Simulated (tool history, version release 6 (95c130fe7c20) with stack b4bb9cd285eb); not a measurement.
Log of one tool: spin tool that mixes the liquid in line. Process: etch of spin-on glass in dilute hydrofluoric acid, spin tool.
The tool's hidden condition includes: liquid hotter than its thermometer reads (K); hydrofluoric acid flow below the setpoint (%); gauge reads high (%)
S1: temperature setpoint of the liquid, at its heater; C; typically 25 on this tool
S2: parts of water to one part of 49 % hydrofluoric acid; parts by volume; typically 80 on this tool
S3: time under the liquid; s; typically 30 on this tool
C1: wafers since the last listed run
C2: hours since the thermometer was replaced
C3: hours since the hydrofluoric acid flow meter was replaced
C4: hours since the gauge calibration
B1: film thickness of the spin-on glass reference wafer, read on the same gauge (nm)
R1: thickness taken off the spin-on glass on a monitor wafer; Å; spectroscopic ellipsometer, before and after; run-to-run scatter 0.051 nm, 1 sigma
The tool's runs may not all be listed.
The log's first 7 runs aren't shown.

| run | hour | S1 | S2 | S3 | C1 | C2 | C3 | C4 | B1 | R1 |
|---|---|---|---|---|---|---|---|---|---|---|
|  | 242.1 | hydrofluoric acid flow meter replaced |
| 8 | 243.2 | 25 | 80 | 20 | 282 | 479.2 | 1.1 | 81 | 50.02 | 69.4 |
| 9 | 278.6 | 25 | 80 | 20 | 328 | 514.6 | 36.5 | 116.4 | 50 | 70.3 |
| 10 | 311 | 25 | 80 | 30 | 300 | 547 | 68.9 | 148.8 | 49.99 | 104.5 |
| 11 | 335.2 | 25 | 80 | 30 | 224 | 571.2 | 93.1 | 173 | 49.99 | 104.5 |
| 12 | 367.3 | 25 | 80 | 30 | 297 | 603.3 | 125.2 | 205.1 | 50 | 104.7 |
| 13 | 396.6 | 25 | 100 | 30 | 271 | 632.6 | 154.5 | 234.4 | 50 | 82.1 |
| 14 | 419.1 | 25 | 80 | 30 | 208 | 655.1 | 177 | 256.9 | 49.99 | 105.7 |
| 15 | 443.2 | 25 | 80 | 30 | 223 | 679.2 | 201.1 | 281 | 50 | 105.5 |
| 16 | 456.8 | 25 | 80 | 30 | 126 | 692.8 | 214.7 | 294.6 | 50.02 | 105.1 |
| 17 | 470.5 | 22.5 | 55 | 20 | 127 | 706.5 | 228.4 | 308.3 | 50.02 | 95.2 |
| 18 | 492.7 | 23.5 | 95 | 15 | 205 | 728.7 | 250.6 | 330.5 | 50.01 | 41.2 |
| 19 | 520.4 | 25 | 80 | 30 | 256 | 756.4 | 278.3 | 358.2 | 49.97 | 105.6 |
| 20 | 553.6 | 25 | 80 | 40 | 307 | 789.6 | 311.5 | 391.4 | 50.01 | 141.1 |
| 21 | 578.1 | 29 | 80 | 30 | 227 | 814.1 | 336 | 415.9 | 50.01 | 123 |
| 22 | 604.4 | 25 | 45 | 20 | 243 | 840.4 | 362.3 | 442.2 | 49.98 | 130.6 |
| 23 | 636.3 | 25 | 80 | 50 | 295 | 872.3 | 394.2 | 474.1 | 50 | 174.1 |
| 24 | 665.2 | 28 | 40 | 30 | 268 | 901.2 | 423.1 | 503 | 50.02 | 251.5 |
|  | 683.8 | gauge calibrated |
| 25 | 694 | 20 | 50 | 45 | 267 | 930 | 451.9 | 10.2 | 50.01 | 214.1 |

For run 26, what comes out?
| 26 | 717.9 | 25 | 80 | 30 | 221 | 953.9 | 475.8 | 34.1 | ? | ? |

{"run 26": {"B1": 49.97, "R1": 105.7}}
The same run, on a tool lacking any hidden state, would have yielded R1 105.7 Å.
